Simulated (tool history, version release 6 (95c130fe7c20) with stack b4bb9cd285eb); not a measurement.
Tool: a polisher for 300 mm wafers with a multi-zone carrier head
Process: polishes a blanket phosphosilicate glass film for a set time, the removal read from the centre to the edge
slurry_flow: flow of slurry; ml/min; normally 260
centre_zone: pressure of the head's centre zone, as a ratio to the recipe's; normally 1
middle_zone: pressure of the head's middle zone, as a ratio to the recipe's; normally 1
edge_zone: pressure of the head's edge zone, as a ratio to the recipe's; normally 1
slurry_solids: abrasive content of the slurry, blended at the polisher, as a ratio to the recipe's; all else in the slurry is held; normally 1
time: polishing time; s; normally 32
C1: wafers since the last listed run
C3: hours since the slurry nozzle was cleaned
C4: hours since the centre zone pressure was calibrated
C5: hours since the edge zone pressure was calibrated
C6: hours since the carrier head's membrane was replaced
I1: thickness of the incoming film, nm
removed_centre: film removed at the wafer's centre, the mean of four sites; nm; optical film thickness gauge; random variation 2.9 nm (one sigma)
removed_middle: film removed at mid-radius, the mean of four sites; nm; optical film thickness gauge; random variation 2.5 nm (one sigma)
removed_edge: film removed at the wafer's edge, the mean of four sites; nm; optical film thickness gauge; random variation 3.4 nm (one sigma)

Run 1, hour 0: usual settings but time 38 s; C1 0; wafers polished on this pad 437; C3 454.9; C4 542; C5 818.5; C6 1361.1; I1 3970.6. Result: removed_centre 375.5 nm, removed_middle 327.5 nm, removed_edge 325.3 nm.
Run 2, hour 20.4: usual settings but time 38 s; C1 189; wafers polished on this pad 627; C3 475.3; C4 562.4; C5 838.9; C6 1381.5; I1 3948.3. Result: removed_centre 365.9 nm, removed_middle 324.7 nm, removed_edge 331.3 nm.
Run 3, hour 55: usual settings but time 38 s; C1 321; wafers polished on this pad 948; C3 509.9; C4 597; C5 873.5; C6 1416.1; I1 3983.4. Result: removed_centre 358.7 nm, removed_middle 319.2 nm, removed_edge 324.3 nm.
Run 4, hour 78.5: usual settings but middle_zone 1.04; C1 218; wafers polished on this pad 1167; C3 533.4; C4 620.5; C5 897; C6 1439.6; I1 3910.2. Result: removed_centre 299.6 nm, removed_middle 273.2 nm, removed_edge 260.8 nm.
Run 5, hour 92.1: usual settings but middle_zone 1.04; C1 126; wafers polished on this pad 1293; C3 547; C4 634.1; C5 910.6; C6 1453.2; I1 3981.7. Result: removed_centre 300.1 nm, removed_middle 272.9 nm, removed_edge 257.2 nm.
At hour 102.6: carrier head's membrane replaced by a new one.
Run 6, hour 112.3: usual settings; C1 141; wafers polished on this pad 1434; C3 567.2; C4 654.3; C5 930.8; C6 9.7; I1 3961.2. Result: removed_centre 290.5 nm, removed_middle 257 nm, removed_edge 265.4 nm.
At hour 117.9: worn pad replaced by a new one.
Run 7, hour 130.1: usual settings; C1 128; wafers polished on this pad 113; C3 585; C4 672.1; C5 948.6; C6 27.5; I1 4040.7. Result: removed_centre 314.9 nm, removed_middle 280.5 nm, removed_edge 282.5 nm.

The next listed run, before its measurement:
Run 8, hour 163: usual settings but slurry_solids 0.85; C1 305; wafers polished on this pad 418; C3 617.9; C4 705; C5 981.5; C6 60.4; I1 3976.6. Result: removed_centre ?, removed_middle ?, removed_edge ?.

{"run 8": {"removed_centre": 277.7, "removed_middle": 249.2, "removed_edge": 251.9}}
With the hidden condition absent and the run-to-run variation left alone, this run would have shown removed_centre 256.8 nm, removed_middle 259.4 nm, removed_edge 262 nm.
